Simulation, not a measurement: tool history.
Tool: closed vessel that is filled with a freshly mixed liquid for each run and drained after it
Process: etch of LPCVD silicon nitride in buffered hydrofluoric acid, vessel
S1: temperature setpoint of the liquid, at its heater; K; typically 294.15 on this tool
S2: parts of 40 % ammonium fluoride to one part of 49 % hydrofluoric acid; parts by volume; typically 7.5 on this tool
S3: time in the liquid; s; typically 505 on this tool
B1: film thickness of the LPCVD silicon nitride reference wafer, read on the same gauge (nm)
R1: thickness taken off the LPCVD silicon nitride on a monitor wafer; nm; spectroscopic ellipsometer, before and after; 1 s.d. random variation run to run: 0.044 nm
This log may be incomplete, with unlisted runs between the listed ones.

run,hour,S1,S2,S3,B1,R1
1,0,294.15,7.5,505,109.99,6.41
2,43.2,294.15,7.5,505,110.01,6.42
3,110.5,294.15,7.5,505,110.03,6.4
4,169.1,295.65,7.5,505,109.99,6.91
5,228.2,295.65,7.5,505,110,6.95
6,297.7,295.65,7.5,505,110.02,6.87
7,344.1,294.15,6,505,109.97,7.73
8,381.9,290.15,6,585,110.03,7.14
# hour 427.2: thermometer replaced
9,435.3,290.65,5,380,110.01,6.36
10,505.1,294.15,7.5,505,110.02,7.13
11,534.8,294.15,6,505,110.03,8.79
# hour 545.9: hydrofluoric acid flow meter replaced
# hour 560.3: gauge calibrated
12,567.8,294.15,7.5,505,110.04,7.05
13,626.9,294.15,10,745,110,7.95
14,661.2,292.65,7.5,505,109.98,6.41
15,715.5,298.65,7.5,505,110.02,8.95

Branching from run 15: 3 alternative next runs. What would each branch give?
A,716.3,291.65,7.5,505,?,?
B,716.3,294.15,7.5,320,?,?
C,716.3,298.15,9.5,350,?,?

run,B1,R1
A,110.01,6.09
B,110.01,4.44
C,110.01,4.8
Without the tool's hidden state the same runs would have given:
run,R1
A,6.32
B,4.61
C,4.98

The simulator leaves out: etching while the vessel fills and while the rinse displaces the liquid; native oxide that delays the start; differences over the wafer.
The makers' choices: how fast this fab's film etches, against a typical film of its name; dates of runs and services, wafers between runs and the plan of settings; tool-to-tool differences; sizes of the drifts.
